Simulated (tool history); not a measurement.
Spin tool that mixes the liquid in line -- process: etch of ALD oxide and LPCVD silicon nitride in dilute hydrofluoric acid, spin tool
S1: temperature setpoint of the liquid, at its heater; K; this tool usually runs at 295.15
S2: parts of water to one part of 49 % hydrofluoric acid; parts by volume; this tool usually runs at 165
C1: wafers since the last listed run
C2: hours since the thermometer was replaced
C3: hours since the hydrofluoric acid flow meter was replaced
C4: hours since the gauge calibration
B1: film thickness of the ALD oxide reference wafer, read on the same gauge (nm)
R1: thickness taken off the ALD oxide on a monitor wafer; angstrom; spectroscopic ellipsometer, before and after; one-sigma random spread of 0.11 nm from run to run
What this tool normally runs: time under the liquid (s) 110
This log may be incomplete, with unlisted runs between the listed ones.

{"run": 1, "hour": 0.0, "S1": 295.15, "S2": 165, "time under the liquid (s)": 110, "C1": 0, "C2": 2314.4, "C3": 1236.3, "C4": 368.9, "B1": 80, "R1": 154.1}
{"run": 2, "hour": 16.5, "S1": 295.15, "S2": 165, "time under the liquid (s)": 110, "C1": 137, "C2": 2330.9, "C3": 1252.8, "C4": 385.4, "B1": 79.99, "R1": 154.6}
{"run": 3, "hour": 42.4, "S1": 295.15, "S2": 165, "time under the liquid (s)": 110, "C1": 215, "C2": 2356.8, "C3": 1278.7, "C4": 411.3, "B1": 80.01, "R1": 154.2}
{"run": 4, "hour": 66.1, "S1": 295.15, "S2": 165, "time under the liquid (s)": 110, "C1": 197, "C2": 2380.5, "C3": 1302.4, "C4": 435, "B1": 80.01, "R1": 155.6}
{"hour": 76.3, "done": "thermometer replaced"}
{"run": 5, "hour": 87.2, "S1": 295.15, "S2": 165, "time under the liquid (s)": 110, "C1": 167, "C2": 10.9, "C3": 1323.5, "C4": 456.1, "B1": 80.01, "R1": 141.6}
{"run": 6, "hour": 120.1, "S1": 293.15, "S2": 165, "time under the liquid (s)": 110, "C1": 274, "C2": 43.8, "C3": 1356.4, "C4": 489, "B1": 79.98, "R1": 130.3}
{"run": 7, "hour": 147.4, "S1": 293.15, "S2": 165, "time under the liquid (s)": 110, "C1": 227, "C2": 71.1, "C3": 1383.7, "C4": 516.3, "B1": 80.03, "R1": 129.2}
{"hour": 147.5, "done": "gauge calibrated"}
{"run": 8, "hour": 180.1, "S1": 295.15, "S2": 120, "time under the liquid (s)": 85, "C1": 272, "C2": 103.8, "C3": 1416.4, "C4": 32.6, "B1": 80.01, "R1": 157.2}
{"run": 9, "hour": 193.7, "S1": 293.65, "S2": 165, "time under the liquid (s)": 140, "C1": 113, "C2": 117.4, "C3": 1430, "C4": 46.2, "B1": 80, "R1": 168.2}
{"run": 10, "hour": 221.5, "S1": 296.65, "S2": 165, "time under the liquid (s)": 110, "C1": 231, "C2": 145.2, "C3": 1457.8, "C4": 74, "B1": 80.05, "R1": 148}
{"hour": 247.4, "done": "hydrofluoric acid flow meter replaced"}
{"run": 11, "hour": 252.9, "S1": 291.65, "S2": 165, "time under the liquid (s)": 110, "C1": 253, "C2": 176.6, "C3": 5.5, "C4": 105.4, "B1": 80.02, "R1": 122.4}
{"run": 12, "hour": 280.3, "S1": 299.15, "S2": 100, "time under the liquid (s)": 110, "C1": 228, "C2": 204, "C3": 32.9, "C4": 132.8, "B1": 79.99, "R1": 294.9}
{"run": 13, "hour": 305.7, "S1": 295.15, "S2": 165, "time under the liquid (s)": 110, "C1": 211, "C2": 229.4, "C3": 58.3, "C4": 158.2, "B1": 79.98, "R1": 138.9}
{"run": 14, "hour": 333.5, "S1": 296.65, "S2": 190, "time under the liquid (s)": 110, "C1": 231, "C2": 257.2, "C3": 86.1, "C4": 186, "B1": 79.98, "R1": 126.6}
{"run": 15, "hour": 355.5, "S1": 292.65, "S2": 165, "time under the liquid (s)": 110, "C1": 183, "C2": 279.2, "C3": 108.1, "C4": 208, "B1": 79.97, "R1": 128.8}
{"run": 16, "hour": 390.7, "S1": 295.15, "S2": 165, "time under the liquid (s)": 110, "C1": 293, "C2": 314.4, "C3": 143.3, "C4": 243.2, "B1": 80, "R1": 142.8}
{"run": 17, "hour": 419.1, "S1": 293.15, "S2": 115, "time under the liquid (s)": 175, "C1": 236, "C2": 342.8, "C3": 171.7, "C4": 271.6, "B1": 79.99, "R1": 315}
{"run": 18, "hour": 454.8, "S1": 295.15, "S2": 100, "time under the liquid (s)": 110, "C1": 297, "C2": 378.5, "C3": 207.4, "C4": 307.3, "B1": 80.02, "R1": 252.6}
{"run": 19, "hour": 482.0, "S1": 295.15, "S2": 165, "time under the liquid (s)": 110, "C1": 226, "C2": 405.7, "C3": 234.6, "C4": 334.5, "B1": 80, "R1": 143.6}
{"run": 20, "hour": 512.4, "S1": 293.15, "S2": 230, "time under the liquid (s)": 110, "C1": 253, "C2": 436.1, "C3": 265, "C4": 364.9, "B1": 79.98, "R1": 88.9}
{"run": 21, "hour": 532.1, "S1": 295.15, "S2": 140, "time under the liquid (s)": 110, "C1": 164, "C2": 455.8, "C3": 284.7, "C4": 384.6, "B1": 80, "R1": 173.1}
{"run": 22, "hour": 556.9, "S1": 299.65, "S2": 165, "time under the liquid (s)": 110, "C1": 206, "C2": 480.6, "C3": 309.5, "C4": 409.4, "B1": 80.06, "R1": 168.6}
{"run": 23, "hour": 582.5, "S1": 298.65, "S2": 210, "time under the liquid (s)": 65, "C1": 213, "C2": 506.2, "C3": 335.1, "C4": 435, "B1": 80.03, "R1": 72.6}
{"run": 24, "hour": 598.5, "S1": 299.65, "S2": 185, "time under the liquid (s)": 175, "C1": 133, "C2": 522.2, "C3": 351.1, "C4": 451, "B1": 80, "R1": 232.8}
{"run": 25, "hour": 618.4, "S1": 297.15, "S2": 225, "time under the liquid (s)": 110, "C1": 165, "C2": 542.1, "C3": 371, "C4": 470.9, "B1": 80.01, "R1": 106.4}

Consider 5 possible next runs. They are alternatives, not a sequence: every one starts from the tool as it was left by run 25. What does each give?
{"run": "A", "hour": 618.8, "S1": 297.65, "S2": 165, "time under the liquid (s)": 110, "C1": 3, "C2": 542.5, "C3": 371.4, "C4": 471.3, "B1": "?", "R1": "?"}
{"run": "B", "hour": 618.8, "S1": 295.15, "S2": 165, "time under the liquid (s)": 150, "C1": 3, "C2": 542.5, "C3": 371.4, "C4": 471.3, "B1": "?", "R1": "?"}
{"run": "C", "hour": 618.8, "S1": 293.65, "S2": 110, "time under the liquid (s)": 50, "C1": 3, "C2": 542.5, "C3": 371.4, "C4": 471.3, "B1": "?", "R1": "?"}
{"run": "D", "hour": 618.8, "S1": 297.65, "S2": 100, "time under the liquid (s)": 145, "C1": 3, "C2": 542.5, "C3": 371.4, "C4": 471.3, "B1": "?", "R1": "?"}
{"run": "E", "hour": 618.8, "S1": 298.15, "S2": 165, "time under the liquid (s)": 55, "C1": 3, "C2": 542.5, "C3": 371.4, "C4": 471.3, "B1": "?", "R1": "?"}

run=A B1=80.03 R1=158.6
run=B B1=80.03 R1=196.8
run=C B1=80.03 R1=98.6
run=D B1=80.03 R1=373.2
run=E B1=80.03 R1=80.8
The same runs, with their run-to-run variation unchanged, on a tool lacking any hidden condition would have given:
run=A R1=154.3
run=B R1=191.3
run=C R1=95.7
run=D R1=362.5
run=E R1=78.6

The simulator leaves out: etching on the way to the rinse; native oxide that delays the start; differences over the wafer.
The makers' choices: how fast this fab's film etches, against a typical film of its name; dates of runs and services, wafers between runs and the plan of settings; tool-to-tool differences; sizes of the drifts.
